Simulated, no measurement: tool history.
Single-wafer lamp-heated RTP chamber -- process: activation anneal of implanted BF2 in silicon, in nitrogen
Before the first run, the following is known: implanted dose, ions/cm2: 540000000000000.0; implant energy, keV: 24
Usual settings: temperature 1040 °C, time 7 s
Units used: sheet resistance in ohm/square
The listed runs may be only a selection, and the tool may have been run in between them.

run   hour  temperature  time  wafers since the last listed run  wafers since the last pyrometer calibration  wafers since the reflector plate was cleaned  hours since the gauge calibration  read-back reference wafer on the same gauge, sheet resistance  sheet resistance
  1    0.0         1040     9                                 0                                         4538                                         10902                              137.5                                                         218.93            247.62
  2   15.6         1040     9                               286                                         4825                                         11188                              153.1                                                         218.99            248.48
  3   24.7         1040     9                               166                                         4991                                         11355                              162.2                                                         219.05            247.85
  4   35.0         1021     7                               188                                         5180                                         11544                              172.5                                                         219.01            254.35
  5   49.8         1021     7                               271                                         5452                                         11815                              187.3                                                         219.02            254.19
  6   56.3         1028     7                               119                                         5571                                         11935                              193.8                                                         219.02            251.83
  7   71.9         1028     7                               286                                         5858                                         12221                              209.4                                                         219.08            251.03
  8   82.7         1028     7                               198                                         6056                                         12419                              220.2                                                         219.06            251.64
      96.4  -- reflector plate cleaned
  9  100.5         1040     7                               179                                         6236                                            75                              238.0                                                         218.89            248.51
     101.1  -- gauge calibrated
 10  111.3         1055     7                               198                                         6434                                           273                               10.2                                                         219.05            245.72
 11  126.0         1030     7                               269                                         6703                                           543                               24.9                                                         218.84            250.87
 12  139.1         1040     7                               240                                         6944                                           783                               38.0                                                         219.01            248.12
     148.3  -- pyrometer window cleaned and pyrometer calibrated
 13  149.7         1059     9                                47                                           25                                           831                               48.6                                                         219.11            245.65
 14  159.9         1040     4                               187                                          212                                          1018                               58.8                                                         219.03            254.03
 15  170.8         1021     7                               200                                          412                                          1218                               69.7                                                         218.89            255.63
 16  184.2         1040     7                               245                                          658                                          1464                               83.1                                                         219.01            250.27
 17  195.5         1069     9                               207                                          865                                          1671                               94.4                                                         219.03            243.33
 18  204.0         1070     5                               155                                         1021                                          1827                              102.9                                                         219.01            246.15
 19  219.3         1017     3                               280                                         1302                                          2108                              118.2                                                         218.95            261.81

Consider 3 possible next runs. They are alternatives, not a sequence: every one starts from the tool as it was left by run 19. What does each give?
  A  219.7         1057     7                                 7                                         1309                                          2115                              118.6                                                              ?                 ?
  B  219.7         1029    10                                 7                                         1309                                          2115                              118.6                                                              ?                 ?
  C  219.7         1056    10                                 7                                         1309                                          2115                              118.6                                                              ?                 ?

run  read-back reference wafer on the same gauge, sheet resistance  sheet resistance
  A                                                         218.83            247.11
  B                                                         218.83            251.16
  C                                                         218.83            244.99
Without the tool's unlogged condition, the same runs would have read:
run  sheet resistance
  A            247.34
  B            251.52
  C            245.20
